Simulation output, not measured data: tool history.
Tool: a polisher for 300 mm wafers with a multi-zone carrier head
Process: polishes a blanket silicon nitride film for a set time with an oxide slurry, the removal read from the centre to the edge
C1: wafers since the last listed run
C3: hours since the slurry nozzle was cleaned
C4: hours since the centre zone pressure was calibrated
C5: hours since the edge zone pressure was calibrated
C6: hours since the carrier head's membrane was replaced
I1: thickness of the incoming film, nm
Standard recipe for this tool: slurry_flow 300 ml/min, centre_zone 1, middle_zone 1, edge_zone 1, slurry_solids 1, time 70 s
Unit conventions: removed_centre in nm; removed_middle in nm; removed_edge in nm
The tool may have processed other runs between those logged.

{"run": 1, "hour": 0.0, "slurry_flow": 300, "centre_zone": 1, "middle_zone": 1, "edge_zone": 0.91, "slurry_solids": 1.2, "time": 70, "C1": 0, "wafers polished on this pad": 777, "C3": 27.2, "C4": 673.9, "C5": 1011.3, "C6": 1013.1, "I1": 298.4, "removed_centre": 45.7, "removed_middle": 46, "removed_edge": 42.7}
{"run": 2, "hour": 9.1, "slurry_flow": 300, "centre_zone": 1, "middle_zone": 1, "edge_zone": 1, "slurry_solids": 1, "time": 58, "C1": 116, "wafers polished on this pad": 894, "C3": 36.3, "C4": 683, "C5": 1020.4, "C6": 1022.2, "I1": 302, "removed_centre": 32.9, "removed_middle": 34, "removed_edge": 33.3}
{"hour": 23.3, "done": "worn pad replaced by a new one"}
{"run": 3, "hour": 25.2, "slurry_flow": 300, "centre_zone": 1, "middle_zone": 1, "edge_zone": 1, "slurry_solids": 1, "time": 58, "C1": 155, "wafers polished on this pad": 24, "C3": 52.4, "C4": 699.1, "C5": 1036.5, "C6": 1038.3, "I1": 300, "removed_centre": 34.9, "removed_middle": 35.7, "removed_edge": 34.7}
{"hour": 33.8, "done": "edge zone pressure recalibrated"}
{"run": 4, "hour": 34.4, "slurry_flow": 300, "centre_zone": 1.07, "middle_zone": 1, "edge_zone": 1.09, "slurry_solids": 1, "time": 70, "C1": 92, "wafers polished on this pad": 117, "C3": 61.6, "C4": 708.3, "C5": 0.6, "C6": 1047.5, "I1": 304.6, "removed_centre": 44.3, "removed_middle": 42.8, "removed_edge": 43.6}
{"hour": 40.2, "done": "centre zone pressure recalibrated"}
{"hour": 43.5, "done": "carrier head's membrane replaced by a new one"}
{"run": 5, "hour": 47.9, "slurry_flow": 300, "centre_zone": 1, "middle_zone": 1, "edge_zone": 1, "slurry_solids": 1, "time": 70, "C1": 104, "wafers polished on this pad": 221, "C3": 75.1, "C4": 7.7, "C5": 14.1, "C6": 4.4, "I1": 299, "removed_centre": 41.2, "removed_middle": 42.1, "removed_edge": 41.1}
{"run": 6, "hour": 62.8, "slurry_flow": 300, "centre_zone": 1.07, "middle_zone": 1.03, "edge_zone": 1, "slurry_solids": 1, "time": 70, "C1": 191, "wafers polished on this pad": 413, "C3": 90, "C4": 22.6, "C5": 29, "C6": 19.3, "I1": 304.8, "removed_centre": 43.7, "removed_middle": 43.6, "removed_edge": 40.8}
{"run": 7, "hour": 75.2, "slurry_flow": 300, "centre_zone": 0.94, "middle_zone": 1, "edge_zone": 1, "slurry_solids": 0.85, "time": 46, "C1": 159, "wafers polished on this pad": 572, "C3": 102.4, "C4": 35, "C5": 41.4, "C6": 31.7, "I1": 297, "removed_centre": 21.5, "removed_middle": 23.5, "removed_edge": 22.7}
{"run": 8, "hour": 89.7, "slurry_flow": 300, "centre_zone": 1, "middle_zone": 1.07, "edge_zone": 1, "slurry_solids": 1, "time": 57, "C1": 186, "wafers polished on this pad": 758, "C3": 116.9, "C4": 49.5, "C5": 55.9, "C6": 46.2, "I1": 294.2, "removed_centre": 32.7, "removed_middle": 35.3, "removed_edge": 32.5}
{"run": 9, "hour": 108.1, "slurry_flow": 300, "centre_zone": 1, "middle_zone": 1, "edge_zone": 1, "slurry_solids": 1, "time": 70, "C1": 236, "wafers polished on this pad": 995, "C3": 135.3, "C4": 67.9, "C5": 74.3, "C6": 64.6, "I1": 300.2, "removed_centre": 38.7, "removed_middle": 40.4, "removed_edge": 38.8}
{"hour": 113.2, "done": "worn pad replaced by a new one"}
{"run": 10, "hour": 117.5, "slurry_flow": 300, "centre_zone": 1, "middle_zone": 1, "edge_zone": 1, "slurry_solids": 1, "time": 93, "C1": 69, "wafers polished on this pad": 54, "C3": 144.7, "C4": 77.3, "C5": 83.7, "C6": 74, "I1": 304.2, "removed_centre": 54.7, "removed_middle": 56.4, "removed_edge": 54.7}
{"run": 11, "hour": 130.4, "slurry_flow": 300, "centre_zone": 1, "middle_zone": 1, "edge_zone": 1, "slurry_solids": 1, "time": 70, "C1": 165, "wafers polished on this pad": 220, "C3": 157.6, "C4": 90.2, "C5": 96.6, "C6": 86.9, "I1": 301.3, "removed_centre": 41, "removed_middle": 41.9, "removed_edge": 40.6}
{"run": 12, "hour": 137.6, "slurry_flow": 300, "centre_zone": 1, "middle_zone": 1, "edge_zone": 1, "slurry_solids": 1, "time": 70, "C1": 92, "wafers polished on this pad": 312, "C3": 164.8, "C4": 97.4, "C5": 103.8, "C6": 94.1, "I1": 298.7, "removed_centre": 40.1, "removed_middle": 41.7, "removed_edge": 40.4}
{"run": 13, "hour": 146.0, "slurry_flow": 300, "centre_zone": 1, "middle_zone": 1, "edge_zone": 1, "slurry_solids": 0.8, "time": 70, "C1": 107, "wafers polished on this pad": 420, "C3": 173.2, "C4": 105.8, "C5": 112.2, "C6": 102.5, "I1": 296.1, "removed_centre": 32.4, "removed_middle": 33.8, "removed_edge": 32.8}
{"run": 14, "hour": 157.1, "slurry_flow": 300, "centre_zone": 1, "middle_zone": 0.9, "edge_zone": 1, "slurry_solids": 1, "time": 62, "C1": 142, "wafers polished on this pad": 563, "C3": 184.3, "C4": 116.9, "C5": 123.3, "C6": 113.6, "I1": 303.2, "removed_centre": 35.1, "removed_middle": 33.3, "removed_edge": 35}
{"run": 15, "hour": 163.4, "slurry_flow": 300, "centre_zone": 1, "middle_zone": 1, "edge_zone": 1.07, "slurry_solids": 0.85, "time": 70, "C1": 80, "wafers polished on this pad": 644, "C3": 190.6, "C4": 123.2, "C5": 129.6, "C6": 119.9, "I1": 303.1, "removed_centre": 33.9, "removed_middle": 35.5, "removed_edge": 35.5}
{"run": 16, "hour": 176.9, "slurry_flow": 300, "centre_zone": 1, "middle_zone": 0.91, "edge_zone": 1, "slurry_solids": 1.3, "time": 70, "C1": 173, "wafers polished on this pad": 817, "C3": 204.1, "C4": 136.7, "C5": 143.1, "C6": 133.4, "I1": 293.7, "removed_centre": 45.3, "removed_middle": 43.6, "removed_edge": 45.8}
{"run": 17, "hour": 186.2, "slurry_flow": 300, "centre_zone": 1, "middle_zone": 1, "edge_zone": 1, "slurry_solids": 1, "time": 70, "C1": 119, "wafers polished on this pad": 937, "C3": 213.4, "C4": 146, "C5": 152.4, "C6": 142.7, "I1": 303.9, "removed_centre": 38.8, "removed_middle": 39.1, "removed_edge": 38.3}
{"hour": 191.6, "done": "worn pad replaced by a new one"}
{"run": 18, "hour": 201.1, "slurry_flow": 350, "centre_zone": 1.09, "middle_zone": 1.12, "edge_zone": 1, "slurry_solids": 0.85, "time": 70, "C1": 139, "wafers polished on this pad": 121, "C3": 228.3, "C4": 160.9, "C5": 167.3, "C6": 157.6, "I1": 300.7, "removed_centre": 39.3, "removed_middle": 41.2, "removed_edge": 35.9}
{"run": 19, "hour": 215.4, "slurry_flow": 300, "centre_zone": 1, "middle_zone": 1.04, "edge_zone": 1.09, "slurry_solids": 1.3, "time": 93, "C1": 183, "wafers polished on this pad": 305, "C3": 242.6, "C4": 175.2, "C5": 181.6, "C6": 171.9, "I1": 306.4, "removed_centre": 64.4, "removed_middle": 69, "removed_edge": 66.5}
{"run": 20, "hour": 227.0, "slurry_flow": 300, "centre_zone": 1, "middle_zone": 1, "edge_zone": 0.9, "slurry_solids": 1, "time": 70, "C1": 148, "wafers polished on this pad": 454, "C3": 254.2, "C4": 186.8, "C5": 193.2, "C6": 183.5, "I1": 301.7, "removed_centre": 40.1, "removed_middle": 41.8, "removed_edge": 38.6}
{"run": 21, "hour": 243.5, "slurry_flow": 225, "centre_zone": 1, "middle_zone": 1, "edge_zone": 1, "slurry_solids": 1, "time": 56, "C1": 211, "wafers polished on this pad": 666, "C3": 270.7, "C4": 203.3, "C5": 209.7, "C6": 200, "I1": 297.9, "removed_centre": 31, "removed_middle": 32.1, "removed_edge": 30.9}

Alternative continuations, all from the tool just after run 21; predict every row:
{"run": "A", "hour": 243.9, "slurry_flow": 300, "centre_zone": 0.93, "middle_zone": 1, "edge_zone": 1, "slurry_solids": 1, "time": 70, "C1": 5, "wafers polished on this pad": 671, "C3": 271.1, "C4": 203.7, "C5": 210.1, "C6": 200.4, "I1": 297.4, "removed_centre": "?", "removed_middle": "?", "removed_edge": "?"}
{"run": "B", "hour": 243.9, "slurry_flow": 205, "centre_zone": 1, "middle_zone": 1.09, "edge_zone": 1, "slurry_solids": 1, "time": 55, "C1": 5, "wafers polished on this pad": 671, "C3": 271.1, "C4": 203.7, "C5": 210.1, "C6": 200.4, "I1": 297.4, "removed_centre": "?", "removed_middle": "?", "removed_edge": "?"}
{"run": "C", "hour": 243.9, "slurry_flow": 300, "centre_zone": 1.1, "middle_zone": 1, "edge_zone": 1, "slurry_solids": 1, "time": 78, "C1": 5, "wafers polished on this pad": 671, "C3": 271.1, "C4": 203.7, "C5": 210.1, "C6": 200.4, "I1": 297.4, "removed_centre": "?", "removed_middle": "?", "removed_edge": "?"}
{"run": "D", "hour": 243.9, "slurry_flow": 300, "centre_zone": 1, "middle_zone": 1, "edge_zone": 0.89, "slurry_solids": 1.1, "time": 70, "C1": 5, "wafers polished on this pad": 671, "C3": 271.1, "C4": 203.7, "C5": 210.1, "C6": 200.4, "I1": 297.4, "removed_centre": "?", "removed_middle": "?", "removed_edge": "?"}
{"run": "E", "hour": 243.9, "slurry_flow": 300, "centre_zone": 1, "middle_zone": 1, "edge_zone": 1, "slurry_solids": 1, "time": 48, "C1": 5, "wafers polished on this pad": 671, "C3": 271.1, "C4": 203.7, "C5": 210.1, "C6": 200.4, "I1": 297.4, "removed_centre": "?", "removed_middle": "?", "removed_edge": "?"}

run=A removed_centre=36.7 removed_middle=40.7 removed_edge=39.9
run=B removed_centre=30.1 removed_middle=33.5 removed_edge=30.7
run=C removed_centre=48.5 removed_middle=45.3 removed_edge=44.5
run=D removed_centre=42.3 removed_middle=43.6 removed_edge=40.5
run=E removed_centre=27.1 removed_middle=27.9 removed_edge=27.4
Stripped of hidden state, with their random variation kept, the same runs would have yielded:
run=A removed_centre=39.1 removed_middle=43.3 removed_edge=42.3
run=B removed_centre=32.3 removed_middle=35.8 removed_edge=32.6
run=C removed_centre=51.6 removed_middle=48.2 removed_edge=47.1
run=D removed_centre=45.1 removed_middle=46.3 removed_edge=42.9
run=E removed_centre=28.9 removed_middle=29.7 removed_edge=29
